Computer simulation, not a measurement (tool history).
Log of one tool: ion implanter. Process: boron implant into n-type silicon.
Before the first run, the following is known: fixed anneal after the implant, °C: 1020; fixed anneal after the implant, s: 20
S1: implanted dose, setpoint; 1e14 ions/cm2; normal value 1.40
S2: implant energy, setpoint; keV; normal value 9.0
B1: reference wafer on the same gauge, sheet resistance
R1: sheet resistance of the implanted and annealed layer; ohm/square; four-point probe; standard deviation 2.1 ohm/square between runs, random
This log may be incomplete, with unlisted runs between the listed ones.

{"run": 1, "hour": 0.0, "S1": 1.4, "S2": 9.0, "B1": 515.23, "R1": 588.17}
{"run": 2, "hour": 62.3, "S1": 1.4, "S2": 9.0, "B1": 514.82, "R1": 590.89}
{"run": 3, "hour": 134.7, "S1": 1.7, "S2": 9.0, "B1": 515.42, "R1": 502.15}
{"run": 4, "hour": 242.7, "S1": 1.4, "S2": 10.0, "B1": 514.32, "R1": 578.75}
{"run": 5, "hour": 335.0, "S1": 1.4, "S2": 10.0, "B1": 514.54, "R1": 579.16}
{"run": 6, "hour": 407.1, "S1": 1.16, "S2": 9.0, "B1": 515.61, "R1": 681.8}
{"run": 7, "hour": 478.2, "S1": 1.16, "S2": 9.0, "B1": 515.82, "R1": 681.71}
{"run": 8, "hour": 557.7, "S1": 1.16, "S2": 9.0, "B1": 513.82, "R1": 684.71}
{"run": 9, "hour": 624.4, "S1": 1.4, "S2": 7.5, "B1": 513.9, "R1": 601.99}
{"run": 10, "hour": 670.1, "S1": 1.4, "S2": 7.5, "B1": 515.56, "R1": 601.26}
{"run": 11, "hour": 743.3, "S1": 1.4, "S2": 9.0, "B1": 515.2, "R1": 588.64}
{"run": 12, "hour": 782.6, "S1": 1.23, "S2": 11.5, "B1": 514.73, "R1": 635.05}
{"hour": 820.5, "done": "gauge calibrated"}
{"run": 13, "hour": 837.0, "S1": 1.71, "S2": 6.0, "B1": 514.93, "R1": 525.58}
{"hour": 878.2, "done": "Faraday cup replaced and dose calibrated"}
{"run": 14, "hour": 893.7, "S1": 1.16, "S2": 9.0, "B1": 514.03, "R1": 669.8}
{"hour": 970.9, "done": "extraction supply calibrated"}
{"run": 15, "hour": 1009.0, "S1": 1.7, "S2": 9.0, "B1": 515.19, "R1": 493.02}
{"run": 16, "hour": 1113.5, "S1": 1.7, "S2": 10.0, "B1": 514.44, "R1": 486.12}
{"hour": 1173.2, "done": "Faraday cup replaced and dose calibrated, repeated, since the last time left the tool worse"}
{"run": 17, "hour": 1173.7, "S1": 1.4, "S2": 9.0, "B1": 515.41, "R1": 598.66}
{"run": 18, "hour": 1205.5, "S1": 1.4, "S2": 11.5, "B1": 514.8, "R1": 581.31}
{"run": 19, "hour": 1249.1, "S1": 1.16, "S2": 7.5, "B1": 515.45, "R1": 711.65}
{"run": 20, "hour": 1346.3, "S1": 1.03, "S2": 10.0, "B1": 515.59, "R1": 752.28}
{"run": 21, "hour": 1404.7, "S1": 1.4, "S2": 9.0, "B1": 515.48, "R1": 593.52}
{"run": 22, "hour": 1465.4, "S1": 1.0, "S2": 11.0, "B1": 515.14, "R1": 756.14}

The logged runs with the hidden state left out (each run's random variation unchanged):
Hidden state present: deviation of the true dose from the Faraday cup's reading, %; deviation of the true energy from its setpoint, %; gauge reads high (%).
run=1 R1=596.72
run=2 R1=599.77
run=3 R1=510.02
run=4 R1=588.11
run=5 R1=588.78
run=6 R1=693.24
run=7 R1=693.32
run=8 R1=696.54
run=9 R1=612.58
run=10 R1=611.91
run=11 R1=599.15
run=12 R1=646.33
run=13 R1=535.17
run=14 R1=690.12
run=15 R1=509.84
run=16 R1=503.91
run=17 R1=598.15
run=18 R1=581.41
run=19 R1=712.67
run=20 R1=755.17
run=21 R1=596.61
run=22 R1=760.84

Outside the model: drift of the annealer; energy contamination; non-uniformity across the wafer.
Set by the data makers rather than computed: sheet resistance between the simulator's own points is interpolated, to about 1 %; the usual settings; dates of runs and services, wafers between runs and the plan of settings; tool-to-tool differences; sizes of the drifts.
